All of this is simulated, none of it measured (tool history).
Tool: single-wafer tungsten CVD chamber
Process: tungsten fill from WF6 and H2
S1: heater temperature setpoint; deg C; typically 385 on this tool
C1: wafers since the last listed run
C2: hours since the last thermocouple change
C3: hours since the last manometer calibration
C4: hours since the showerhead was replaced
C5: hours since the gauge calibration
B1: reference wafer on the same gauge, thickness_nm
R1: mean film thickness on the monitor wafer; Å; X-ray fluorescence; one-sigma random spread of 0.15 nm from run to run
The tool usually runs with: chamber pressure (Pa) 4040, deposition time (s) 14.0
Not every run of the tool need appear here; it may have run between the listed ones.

run 1 hour=0.0 | S1=385 chamber_pressure_(Pa)=3413 deposition_time_(s)=16.2 | C1=0 C2=2549.3 C3=1981.6 C4=2347.2 C5=409.2 | B1=31.248 | R1=294.90
run 2 hour=40.0 | S1=385 chamber_pressure_(Pa)=3413 deposition_time_(s)=16.2 | C1=1090 C2=2589.3 C3=2021.6 C4=2387.2 C5=449.2 | B1=31.180 | R1=293.62
run 3 hour=74.3 | S1=385 chamber_pressure_(Pa)=4040 deposition_time_(s)=14.0 | C1=934 C2=2623.6 C3=2055.9 C4=2421.5 C5=483.5 | B1=31.194 | R1=279.88
run 4 hour=118.9 | S1=385 chamber_pressure_(Pa)=4040 deposition_time_(s)=14.0 | C1=1215 C2=2668.2 C3=2100.5 C4=2466.1 C5=528.1 | B1=31.208 | R1=283.44
run 5 hour=182.1 | S1=385 chamber_pressure_(Pa)=4040 deposition_time_(s)=14.0 | C1=1722 C2=2731.4 C3=2163.7 C4=2529.3 C5=591.3 | B1=31.201 | R1=283.72
run 6 hour=215.0 | S1=385 chamber_pressure_(Pa)=4040 deposition_time_(s)=14.0 | C1=896 C2=2764.3 C3=2196.6 C4=2562.2 C5=624.2 | B1=31.197 | R1=284.27
run 7 hour=269.7 | S1=385 chamber_pressure_(Pa)=4040 deposition_time_(s)=14.0 | C1=1491 C2=2819.0 C3=2251.3 C4=2616.9 C5=678.9 | B1=31.229 | R1=282.72
-- hour=305.8 thermocouple changed; heater temperature recalibrated
run 8 hour=311.0 | S1=385 chamber_pressure_(Pa)=4040 deposition_time_(s)=14.0 | C1=907 C2=5.2 C3=2292.6 C4=2658.2 C5=720.2 | B1=31.223 | R1=320.76
-- hour=324.4 gauge calibrated
-- hour=349.5 capacitance manometer re-zeroed and calibrated
run 9 hour=379.6 | S1=391 chamber_pressure_(Pa)=4386 deposition_time_(s)=14.0 | C1=1651 C2=73.8 C3=30.1 C4=2726.8 C5=55.2 | B1=31.240 | R1=378.56
run 10 hour=448.8 | S1=399 chamber_pressure_(Pa)=4040 deposition_time_(s)=14.0 | C1=1886 C2=143.0 C3=99.3 C4=2796.0 C5=124.4 | B1=31.152 | R1=424.07
run 11 hour=481.0 | S1=370 chamber_pressure_(Pa)=3133 deposition_time_(s)=12.6 | C1=877 C2=175.2 C3=131.5 C4=2828.2 C5=156.6 | B1=31.190 | R1=169.95
run 12 hour=548.7 | S1=385 chamber_pressure_(Pa)=3746 deposition_time_(s)=11.9 | C1=1845 C2=242.9 C3=199.2 C4=2895.9 C5=224.3 | B1=31.175 | R1=250.45
run 13 hour=581.8 | S1=398 chamber_pressure_(Pa)=4040 deposition_time_(s)=14.0 | C1=902 C2=276.0 C3=232.3 C4=2929.0 C5=257.4 | B1=31.201 | R1=405.99
-- hour=703.9 showerhead replaced
run 14 hour=732.2 | S1=385 chamber_pressure_(Pa)=4040 deposition_time_(s)=14.0 | C1=3881 C2=426.4 C3=382.7 C4=28.3 C5=407.8 | B1=31.235 | R1=305.55
run 15 hour=766.2 | S1=398 chamber_pressure_(Pa)=4040 deposition_time_(s)=11.2 | C1=926 C2=460.4 C3=416.7 C4=62.3 C5=441.8 | B1=31.224 | R1=319.57
run 16 hour=821.3 | S1=385 chamber_pressure_(Pa)=4040 deposition_time_(s)=14.0 | C1=1501 C2=515.5 C3=471.8 C4=117.4 C5=496.9 | B1=31.263 | R1=302.55
run 17 hour=880.8 | S1=385 chamber_pressure_(Pa)=4040 deposition_time_(s)=16.2 | C1=1621 C2=575.0 C3=531.3 C4=176.9 C5=556.4 | B1=31.168 | R1=344.92

Alternative continuations, all from the tool just after run 17; predict every row:
run A hour=881.2 | S1=385 chamber_pressure_(Pa)=4040 deposition_time_(s)=13.2 | C1=10 C2=575.4 C3=531.7 C4=177.3 C5=556.8 | B1=? | R1=?
run B hour=881.2 | S1=378 chamber_pressure_(Pa)=4760 deposition_time_(s)=14.0 | C1=10 C2=575.4 C3=531.7 C4=177.3 C5=556.8 | B1=? | R1=?
run C hour=881.2 | S1=372 chamber_pressure_(Pa)=4040 deposition_time_(s)=12.8 | C1=10 C2=575.4 C3=531.7 C4=177.3 C5=556.8 | B1=? | R1=?
run D hour=881.2 | S1=398 chamber_pressure_(Pa)=4493 deposition_time_(s)=15.5 | C1=10 C2=575.4 C3=531.7 C4=177.3 C5=556.8 | B1=? | R1=?
run E hour=881.2 | S1=390 chamber_pressure_(Pa)=3733 deposition_time_(s)=15.8 | C1=10 C2=575.4 C3=531.7 C4=177.3 C5=556.8 | B1=? | R1=?

run=A B1=31.137 R1=283.83
run=B B1=31.137 R1=284.08
run=C B1=31.137 R1=204.76
run=D B1=31.137 R1=469.15
run=E B1=31.137 R1=360.59
With no hidden state in the tool, these same runs would have given:
run=A R1=300.84
run=B R1=301.76
run=C R1=217.90
run=D R1=495.42
run=E R1=381.75

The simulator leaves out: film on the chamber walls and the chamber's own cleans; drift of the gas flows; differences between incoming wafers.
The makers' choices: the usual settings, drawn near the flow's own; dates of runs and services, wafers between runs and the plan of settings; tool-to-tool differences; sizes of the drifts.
